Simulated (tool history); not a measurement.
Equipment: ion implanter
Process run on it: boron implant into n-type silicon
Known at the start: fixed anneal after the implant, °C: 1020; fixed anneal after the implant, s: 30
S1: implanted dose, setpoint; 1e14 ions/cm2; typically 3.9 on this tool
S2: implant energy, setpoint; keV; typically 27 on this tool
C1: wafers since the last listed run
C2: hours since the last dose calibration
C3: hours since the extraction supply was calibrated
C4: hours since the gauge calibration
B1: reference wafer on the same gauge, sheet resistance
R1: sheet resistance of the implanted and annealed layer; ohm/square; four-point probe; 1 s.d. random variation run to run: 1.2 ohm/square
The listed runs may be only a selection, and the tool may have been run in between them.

| run | hour | S1 | S2 | C1 | C2 | C3 | C4 | B1 | R1 |
|---|---|---|---|---|---|---|---|---|---|
| 1 | 0 | 3.9 | 27 | 0 | 1789 | 1978.7 | 1478 | 222.06 | 274.96 |
| 2 | 88.5 | 3.9 | 31.5 | 2160 | 1877.5 | 2067.2 | 1566.5 | 221.89 | 271.31 |
| 3 | 186.4 | 3.9 | 31.5 | 2389 | 1975.4 | 2165.1 | 1664.4 | 221.95 | 271.87 |
| 4 | 239.6 | 3.9 | 23.5 | 1298 | 2028.6 | 2218.3 | 1717.6 | 222.05 | 279.48 |
| 5 | 319.2 | 3.9 | 23.5 | 1943 | 2108.2 | 2297.9 | 1797.2 | 222.12 | 280.07 |
| 6 | 356 | 3.9 | 23.5 | 898 | 2145 | 2334.7 | 1834 | 222 | 280.25 |
| 7 | 457.1 | 4.68 | 27 | 2467 | 2246.1 | 2435.8 | 1935.1 | 222 | 239.07 |
| 8 | 562.4 | 4.68 | 27 | 2570 | 2351.4 | 2541.1 | 2040.4 | 222.04 | 239.93 |
| 9 | 649.4 | 4.68 | 27 | 2123 | 2438.4 | 2628.1 | 2127.4 | 222.18 | 237.78 |
| 10 | 734.2 | 3.9 | 27 | 2070 | 2523.2 | 2712.9 | 2212.2 | 221.89 | 278.19 |
| 11 | 779.3 | 4.5 | 27 | 1100 | 2568.3 | 2758 | 2257.3 | 221.86 | 250.26 |
| 12 | 887 | 3.44 | 29 | 2629 | 2676 | 2865.7 | 2365 | 222.11 | 306.32 |
|  | 915.2 | gauge calibrated |
| 13 | 992.7 | 3.44 | 29 | 2580 | 2781.7 | 2971.4 | 77.5 | 221.99 | 308.75 |
|  | 1023 | Faraday cup replaced and dose calibrated |
| 14 | 1089.2 | 3.44 | 29 | 2160 | 66.2 | 3067.9 | 174 | 222.09 | 313.19 |
| 15 | 1177.3 | 3.9 | 27 | 2150 | 154.3 | 3156 | 262.1 | 222.2 | 284.48 |
|  | 1208.5 | extraction supply calibrated |
| 16 | 1221.2 | 4.31 | 20.5 | 876 | 198.2 | 12.7 | 306 | 222.02 | 272.39 |
| 17 | 1288 | 4.69 | 27 | 1630 | 265 | 79.5 | 372.8 | 221.98 | 245.9 |

The next listed run, before its measurement:
| 18 | 1393.9 | 4.83 | 32.5 | 2585 | 370.9 | 185.4 | 478.7 | ? | ? |

Run 18 came out at B1 221.85, R1 235.37 ohm/square.
On a tool with no hidden condition, and with the same random variation, this run would have come out at R1 222.72 ohm/square.
